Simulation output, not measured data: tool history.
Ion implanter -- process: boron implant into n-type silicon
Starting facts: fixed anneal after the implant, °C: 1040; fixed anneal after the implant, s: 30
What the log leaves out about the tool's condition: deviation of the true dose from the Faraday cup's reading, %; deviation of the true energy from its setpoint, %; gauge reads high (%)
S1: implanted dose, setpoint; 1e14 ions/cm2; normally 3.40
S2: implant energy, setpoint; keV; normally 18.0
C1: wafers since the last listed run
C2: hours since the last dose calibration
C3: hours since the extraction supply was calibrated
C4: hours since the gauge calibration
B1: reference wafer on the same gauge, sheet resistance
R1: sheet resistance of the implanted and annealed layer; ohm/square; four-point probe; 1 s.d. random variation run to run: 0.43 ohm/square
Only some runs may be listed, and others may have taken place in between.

run   hour    S1    S2   C1      C2      C3     C4      B1      R1
  1    0.0  2.87  18.0    0  2168.3  2098.2  112.2  301.94  338.50
  2    9.3  2.87  18.0  158  2177.6  2107.5  121.5  302.11  339.11
  3   23.6  3.40  18.0  243  2191.9  2121.8  135.8  302.03  295.35
  4   41.5  3.40  18.0  305  2209.8  2139.7  153.7  301.93  294.49
  5   47.9  3.75  18.0  109  2216.2  2146.1  160.1  302.10  272.35
  6   63.5  3.88  20.0  265  2231.8  2161.7  175.7  302.03  262.22
  7   79.1  3.88  20.0  265  2247.4  2177.3  191.3  302.01  262.95
  8   96.3  3.40  18.0  293  2264.6  2194.5  208.5  302.07  296.04
  9  111.3  3.40  18.0  255  2279.6  2209.5  223.5  301.93  295.85
     128.1  -- extraction supply calibrated
 10  128.6  3.40  18.0  158  2296.9     0.5  240.8  302.02  296.01
 11  135.0  2.95  18.0  109  2303.3     6.9  247.2  301.95  332.21
 12  145.0  2.95  18.0  170  2313.3    16.9  257.2  302.02  332.26
     153.9  -- gauge calibrated
 13  172.6  3.01  18.0  470  2340.9    44.5   18.7  301.95  327.35
 14  208.4  3.01  18.0  610  2376.7    80.3   54.5  302.07  327.76
     225.2  -- Faraday cup replaced and dose calibrated
 15  225.7  4.31  20.0  158     0.5    97.6   71.8  301.94  231.63
 16  234.0  3.40  23.0  141     8.8   105.9   80.1  301.96  277.36
 17  245.2  3.90  18.0  190    20.0   117.1   91.3  301.97  253.77
 18  255.1  2.40  18.0  168    29.9   127.0  101.2  302.04  378.38
 19  269.0  2.87  18.0  236    43.8   140.9  115.1  301.98  326.75
 20  286.6  4.02  14.5  299    61.4   158.5  132.7  301.94  254.02
 21  296.2  3.93  16.5  163    71.0   168.1  142.3  301.94  255.15

For run 22, what comes out?
 22  302.9  4.11  21.0  114  77.7  174.8  149.0   ?   ?

For run 22 the tool returned B1 301.96, R1 239.54 ohm/square.
Had the tool carried no hidden state, the very same run would have given R1 239.17 ohm/square.
